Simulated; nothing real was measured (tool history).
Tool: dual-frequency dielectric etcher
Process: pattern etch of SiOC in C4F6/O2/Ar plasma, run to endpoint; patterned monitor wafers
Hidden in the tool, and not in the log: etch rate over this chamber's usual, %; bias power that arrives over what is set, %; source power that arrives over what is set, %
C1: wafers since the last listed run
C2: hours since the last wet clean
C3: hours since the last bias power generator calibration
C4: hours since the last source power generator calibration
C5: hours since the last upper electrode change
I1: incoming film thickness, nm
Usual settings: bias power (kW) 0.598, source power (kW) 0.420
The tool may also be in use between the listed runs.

run 1 hour=0.0 | bias_power_(kW)=0.497 source_power_(kW)=0.420 | C1=0 C2=372.1 C3=4846.1 C4=970.3 C5=3302.0 | I1=48.14 | endpoint_time_(s)=15.8
-- hour=33.3 wet clean of the chamber
run 2 hour=61.4 | bias_power_(kW)=0.497 source_power_(kW)=0.420 | C1=292 C2=28.1 C3=4907.5 C4=1031.7 C5=3363.4 | I1=47.98 | endpoint_time_(s)=16.2
run 3 hour=113.4 | bias_power_(kW)=0.497 source_power_(kW)=0.420 | C1=406 C2=80.1 C3=4959.5 C4=1083.7 C5=3415.4 | I1=48.72 | endpoint_time_(s)=16.2
run 4 hour=140.6 | bias_power_(kW)=0.598 source_power_(kW)=0.420 | C1=212 C2=107.3 C3=4986.7 C4=1110.9 C5=3442.6 | I1=48.07 | endpoint_time_(s)=15.1
run 5 hour=202.4 | bias_power_(kW)=0.598 source_power_(kW)=0.420 | C1=482 C2=169.1 C3=5048.5 C4=1172.7 C5=3504.4 | I1=48.49 | endpoint_time_(s)=15.2
run 6 hour=242.3 | bias_power_(kW)=0.710 source_power_(kW)=0.350 | C1=311 C2=209.0 C3=5088.4 C4=1212.6 C5=3544.3 | I1=48.21 | endpoint_time_(s)=14.8
run 7 hour=272.7 | bias_power_(kW)=0.598 source_power_(kW)=0.420 | C1=237 C2=239.4 C3=5118.8 C4=1243.0 C5=3574.7 | I1=48.57 | endpoint_time_(s)=15.1
-- hour=322.5 upper electrode replaced
run 8 hour=323.0 | bias_power_(kW)=0.691 source_power_(kW)=0.420 | C1=205 C2=289.7 C3=5169.1 C4=1293.3 C5=0.5 | I1=48.28 | endpoint_time_(s)=14.3
run 9 hour=327.6 | bias_power_(kW)=0.598 source_power_(kW)=0.420 | C1=35 C2=294.3 C3=5173.7 C4=1297.9 C5=5.1 | I1=47.96 | endpoint_time_(s)=14.9
run 10 hour=390.6 | bias_power_(kW)=0.735 source_power_(kW)=0.460 | C1=491 C2=357.3 C3=5236.7 C4=1360.9 C5=68.1 | I1=48.32 | endpoint_time_(s)=13.7
-- hour=426.6 bias power generator calibrated
-- hour=495.6 wet clean of the chamber
run 11 hour=528.6 | bias_power_(kW)=0.745 source_power_(kW)=0.330 | C1=858 C2=33.0 C3=102.0 C4=1498.9 C5=206.1 | I1=48.82 | endpoint_time_(s)=15.1
-- hour=547.0 source power generator calibrated
run 12 hour=569.9 | bias_power_(kW)=0.501 source_power_(kW)=0.460 | C1=291 C2=74.3 C3=143.3 C4=22.9 C5=247.4 | I1=48.06 | endpoint_time_(s)=15.8
run 13 hour=634.6 | bias_power_(kW)=0.735 source_power_(kW)=0.460 | C1=505 C2=139.0 C3=208.0 C4=87.6 C5=312.1 | I1=48.27 | endpoint_time_(s)=13.9
run 14 hour=684.5 | bias_power_(kW)=0.499 source_power_(kW)=0.520 | C1=389 C2=188.9 C3=257.9 C4=137.5 C5=362.0 | I1=48.53 | endpoint_time_(s)=15.4

4 ways to go on from here, each from the tool as it stands after run 14. What would each give?
run A hour=684.9 | bias_power_(kW)=0.598 source_power_(kW)=0.420 | C1=3 C2=189.3 C3=258.3 C4=137.9 C5=362.4 | I1=47.99 | endpoint_time_(s)=?
run B hour=684.9 | bias_power_(kW)=0.637 source_power_(kW)=0.380 | C1=3 C2=189.3 C3=258.3 C4=137.9 C5=362.4 | I1=47.99 | endpoint_time_(s)=?
run C hour=684.9 | bias_power_(kW)=0.687 source_power_(kW)=0.340 | C1=3 C2=189.3 C3=258.3 C4=137.9 C5=362.4 | I1=47.99 | endpoint_time_(s)=?
run D hour=684.9 | bias_power_(kW)=0.720 source_power_(kW)=0.480 | C1=3 C2=189.3 C3=258.3 C4=137.9 C5=362.4 | I1=47.99 | endpoint_time_(s)=?

run=A endpoint_time_(s)=15.1
run=B endpoint_time_(s)=15.1
run=C endpoint_time_(s)=15.1
run=D endpoint_time_(s)=13.8
Without the tool's hidden state the same runs would have given:
run=A endpoint_time_(s)=15.2
run=B endpoint_time_(s)=15.2
run=C endpoint_time_(s)=15.2
run=D endpoint_time_(s)=13.9
